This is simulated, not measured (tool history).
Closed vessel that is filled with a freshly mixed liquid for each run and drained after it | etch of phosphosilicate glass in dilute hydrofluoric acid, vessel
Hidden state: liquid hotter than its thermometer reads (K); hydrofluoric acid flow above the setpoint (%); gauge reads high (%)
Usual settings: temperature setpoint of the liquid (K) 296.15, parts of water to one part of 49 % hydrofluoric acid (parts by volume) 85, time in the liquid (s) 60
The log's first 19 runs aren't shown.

run	day	temperature setpoint of the liquid (K)	parts of water to one part of 49 % hydrofluoric acid (parts by volume)	time in the liquid (s)	wafers since the last listed run	hours since the thermometer was replaced	hours since the hydrofluoric acid flow meter was replaced	hours since the gauge calibration	read-back film thickness of the phosphosilicate glass reference wafer, read on the same gauge (nm)	thickness taken off the phosphosilicate glass on a monitor wafer (angstrom)
20	37.196	293.65	75	60	2716	311.4	229.5	1367.9	49.99	843.5
21	38.429	296.15	105	60	2072	341.0	259.1	1397.5	49.99	643.7
# day 40.292: gauge calibrated
22	41.408	296.15	45	85	5005	412.5	330.6	26.8	49.96	2304.6
23	43.346	296.15	85	70	3255	459.0	377.1	73.3	50.01	953.2
24	45.175	292.65	85	50	3073	502.9	421.0	117.2	49.99	593.5
25	48.112	294.15	85	90	4935	573.4	491.5	187.7	49.98	1137.7
26	49.358	299.65	125	70	2093	603.3	521.4	217.6	49.98	710.7
27	50.571	296.15	115	60	2037	632.4	550.5	246.7	50.00	582.4
28	53.412	296.15	115	60	4774	700.6	618.7	314.9	50.06	584.9
29	54.508	292.15	70	80	1841	726.9	645.0	341.2	50.01	1141.8
30	57.192	293.15	85	60	4508	791.3	709.4	405.6	49.97	728.4
31	59.992	298.65	85	60	4704	858.5	776.6	472.8	49.97	917.1
32	62.146	296.15	85	60	3619	910.2	828.3	524.5	49.99	830.2

4 ways to go on from here, each from the tool as it stands after run 32. What would each give?
A	62.175	296.15	85	95	49	910.9	829.0	525.2	?	?
B	62.175	298.15	85	30	49	910.9	829.0	525.2	?	?
C	62.175	292.15	115	30	49	910.9	829.0	525.2	?	?
D	62.175	296.15	85	30	49	910.9	829.0	525.2	?	?

run	read-back film thickness of the phosphosilicate glass reference wafer, read on the same gauge (nm)	thickness taken off the phosphosilicate glass on a monitor wafer (angstrom)
A	49.96	1313.7
B	49.96	449.5
C	49.96	251.8
D	49.96	414.9
Without the tool's hidden state the same runs would have given:
run	thickness taken off the phosphosilicate glass on a monitor wafer (angstrom)
A	1279.0
B	437.6
C	245.1
D	403.9

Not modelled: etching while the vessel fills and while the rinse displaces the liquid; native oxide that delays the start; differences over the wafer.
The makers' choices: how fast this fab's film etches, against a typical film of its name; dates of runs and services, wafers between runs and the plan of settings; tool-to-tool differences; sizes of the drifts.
